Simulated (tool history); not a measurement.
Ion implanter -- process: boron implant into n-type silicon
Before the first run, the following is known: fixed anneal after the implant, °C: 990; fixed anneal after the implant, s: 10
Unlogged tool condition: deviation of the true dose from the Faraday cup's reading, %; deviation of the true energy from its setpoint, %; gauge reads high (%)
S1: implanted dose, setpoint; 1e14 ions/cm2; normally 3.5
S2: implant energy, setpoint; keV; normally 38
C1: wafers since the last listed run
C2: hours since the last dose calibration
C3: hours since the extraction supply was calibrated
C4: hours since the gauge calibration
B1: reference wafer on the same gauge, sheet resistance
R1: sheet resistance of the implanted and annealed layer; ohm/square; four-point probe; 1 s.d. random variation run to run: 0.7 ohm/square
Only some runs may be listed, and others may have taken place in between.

| run | hour | S1 | S2 | C1 | C2 | C3 | C4 | B1 | R1 |
|---|---|---|---|---|---|---|---|---|---|
| 1 | 0 | 3.5 | 38 | 0 | 395.8 | 2423.6 | 95.8 | 262.84 | 279.9 |
| 2 | 7.1 | 3.5 | 38 | 98 | 402.9 | 2430.7 | 102.9 | 263.05 | 279.43 |
| 3 | 18 | 3.5 | 38 | 150 | 413.8 | 2441.6 | 113.8 | 262.97 | 279.59 |
| 4 | 30.3 | 3.5 | 38 | 170 | 426.1 | 2453.9 | 126.1 | 263.01 | 280.09 |
| 5 | 39.7 | 3.5 | 38 | 130 | 435.5 | 2463.3 | 135.5 | 263.04 | 279.17 |
| 6 | 55.9 | 3.5 | 38 | 224 | 451.7 | 2479.5 | 151.7 | 262.87 | 280.95 |
| 7 | 65.5 | 3.5 | 31 | 132 | 461.3 | 2489.1 | 161.3 | 262.83 | 284.16 |
| 8 | 80.9 | 3.5 | 31 | 213 | 476.7 | 2504.5 | 176.7 | 262.98 | 283.8 |
| 9 | 88.7 | 3.5 | 31 | 108 | 484.5 | 2512.3 | 184.5 | 262.86 | 283.7 |
| 10 | 98.2 | 3.5 | 27.5 | 131 | 494 | 2521.8 | 194 | 262.89 | 287.47 |
| 11 | 113 | 3.5 | 38 | 204 | 508.8 | 2536.6 | 208.8 | 262.99 | 279.1 |
| 12 | 126.3 | 3.5 | 38 | 184 | 522.1 | 2549.9 | 222.1 | 263 | 278.82 |
| 13 | 135.7 | 3.5 | 38 | 130 | 531.5 | 2559.3 | 231.5 | 263.02 | 279.18 |
| 14 | 145.3 | 3.5 | 38 | 132 | 541.1 | 2568.9 | 241.1 | 262.97 | 278.7 |
| 15 | 152.7 | 3.5 | 38 | 102 | 548.5 | 2576.3 | 248.5 | 262.8 | 279.41 |
| 16 | 159.2 | 3.5 | 38 | 90 | 555 | 2582.8 | 255 | 262.99 | 278.48 |
| 17 | 168.6 | 3.5 | 44 | 130 | 564.4 | 2592.2 | 264.4 | 263.08 | 275.44 |
| 18 | 186.4 | 2.85 | 25 | 246 | 582.2 | 2610 | 282.2 | 263.09 | 338.24 |
|  | 196.4 | extraction supply calibrated |
|  | 201.7 | gauge calibrated |
| 19 | 202.5 | 3.5 | 33.5 | 112 | 598.3 | 6.1 | 0.8 | 263.05 | 281.22 |
|  | 214.4 | Faraday cup replaced and dose calibrated |
| 20 | 217.1 | 4.52 | 31.5 | 91 | 2.7 | 20.7 | 15.4 | 262.97 | 240.89 |
| 21 | 229 | 2.63 | 42 | 164 | 14.6 | 32.6 | 27.3 | 262.97 | 350.36 |
| 22 | 241.8 | 2.61 | 38 | 177 | 27.4 | 45.4 | 40.1 | 263.08 | 356.64 |
| 23 | 251.7 | 3.5 | 38 | 137 | 37.3 | 55.3 | 50 | 263.07 | 285.64 |
| 24 | 262.7 | 4.52 | 50 | 152 | 48.3 | 66.3 | 61 | 262.93 | 231.43 |
| 25 | 269.4 | 3.5 | 38 | 92 | 55 | 73 | 67.7 | 262.93 | 285.56 |
| 26 | 280.3 | 3.77 | 30 | 150 | 65.9 | 83.9 | 78.6 | 263.14 | 276.05 |
| 27 | 287.9 | 2.77 | 28 | 105 | 73.5 | 91.5 | 86.2 | 263.09 | 349.44 |
| 28 | 296.3 | 3.5 | 33 | 116 | 81.9 | 99.9 | 94.6 | 262.76 | 288.08 |
| 29 | 305.2 | 3.5 | 38 | 123 | 90.8 | 108.8 | 103.5 | 262.89 | 285.11 |
| 30 | 313.5 | 3.5 | 38 | 114 | 99.1 | 117.1 | 111.8 | 263.17 | 285.43 |
| 31 | 328.2 | 3.14 | 51 | 203 | 113.8 | 131.8 | 126.5 | 262.96 | 298.77 |
| 32 | 342.1 | 4.33 | 30.5 | 192 | 127.7 | 145.7 | 140.4 | 262.9 | 245.54 |
| 33 | 351.6 | 3.5 | 38 | 131 | 137.2 | 155.2 | 149.9 | 263.04 | 283.93 |

Branching from run 33: 5 alternative next runs. What would each branch give?
| A | 352 | 3.5 | 42 | 5 | 137.6 | 155.6 | 150.3 | ? | ? |
| B | 352 | 3.07 | 45.5 | 5 | 137.6 | 155.6 | 150.3 | ? | ? |
| C | 352 | 2.82 | 48.5 | 5 | 137.6 | 155.6 | 150.3 | ? | ? |
| D | 352 | 4.37 | 42.5 | 5 | 137.6 | 155.6 | 150.3 | ? | ? |
| E | 352 | 3.5 | 43.5 | 5 | 137.6 | 155.6 | 150.3 | ? | ? |

| run | B1 | R1 |
|---|---|---|
| A | 263.04 | 281.83 |
| B | 263.04 | 307.33 |
| C | 263.04 | 323.77 |
| D | 263.04 | 238.45 |
| E | 263.04 | 280.88 |
Stripped of hidden state, with their random variation kept, the same runs would have yielded:
| run | R1 |
|---|---|
| A | 286.85 |
| B | 312.63 |
| C | 329.22 |
| D | 242.84 |
| E | 285.86 |
